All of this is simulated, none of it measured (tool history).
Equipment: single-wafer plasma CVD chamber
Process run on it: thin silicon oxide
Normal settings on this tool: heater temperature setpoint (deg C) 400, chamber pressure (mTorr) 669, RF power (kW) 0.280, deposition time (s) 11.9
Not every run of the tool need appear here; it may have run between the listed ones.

run,day,heater temperature setpoint (deg C),chamber pressure (mTorr),RF power (kW),deposition time (s),"read-back reference wafer on the same gauge, thickness_nm",mean film thickness on the monitor wafer (nm)
1,0.000,400,733,0.255,11.9,15.109,16.912
2,4.304,400,669,0.280,11.9,15.090,16.195
3,8.071,400,669,0.280,10.7,15.107,14.620
4,11.854,400,669,0.280,10.7,15.096,14.643
5,13.550,400,669,0.280,10.7,15.099,14.528
6,17.058,400,669,0.280,10.2,15.117,13.883
7,27.354,400,669,0.280,11.9,15.102,16.389
8,31.675,400,669,0.280,11.9,15.102,16.362
# day 32.817: thermocouple changed; heater temperature recalibrated
9,35.754,400,669,0.280,12.8,15.112,17.678
10,40.021,400,669,0.280,11.9,15.109,16.404
11,42.238,400,669,0.280,11.9,15.113,16.401
# day 43.492: capacitance manometer re-zeroed and calibrated
12,47.783,400,669,0.280,11.9,15.093,15.681
13,51.850,400,669,0.280,11.9,15.098,15.679
14,55.492,400,669,0.280,13.1,15.112,17.298
15,57.138,400,669,0.280,11.9,15.108,15.705
16,59.133,400,669,0.280,11.9,15.094,15.751
# day 59.783: showerhead replaced, of another model than before
# day 62.762: gauge calibrated
17,63.067,400,519,0.280,12.6,15.092,13.718
18,64.938,400,549,0.245,11.9,15.099,12.357
19,66.908,407,749,0.280,11.0,15.101,15.739
20,69.954,387,774,0.230,10.3,15.109,13.405
# day 73.488: RF generator calibrated
21,73.508,400,669,0.280,11.9,15.106,15.856
# day 75.850: thermocouple changed; heater temperature recalibrated
22,77.133,400,669,0.325,11.9,15.111,17.177
23,80.612,392,669,0.295,11.9,15.102,16.418
24,83.808,407,749,0.280,11.0,15.111,15.855
25,88.225,400,669,0.280,11.9,15.104,15.910
26,90.688,400,669,0.280,12.6,15.085,16.747
27,94.738,400,669,0.280,11.9,15.097,15.948
28,98.083,407,669,0.255,12.7,15.121,15.921
29,100.692,400,598,0.280,11.9,15.099,14.620

Alternative continuations, all from the tool just after run 29; predict every row:
A,100.708,400,669,0.280,11.9,?,?
B,100.708,387,752,0.280,11.9,?,?
C,100.708,400,823,0.315,11.9,?,?

run,"read-back reference wafer on the same gauge, thickness_nm",mean film thickness on the monitor wafer (nm)
A,15.101,15.879
B,15.101,17.467
C,15.101,19.819
What these runs would have given with no unlogged condition in the tool:
run,mean film thickness on the monitor wafer (nm)
A,15.621
B,17.195
C,19.535
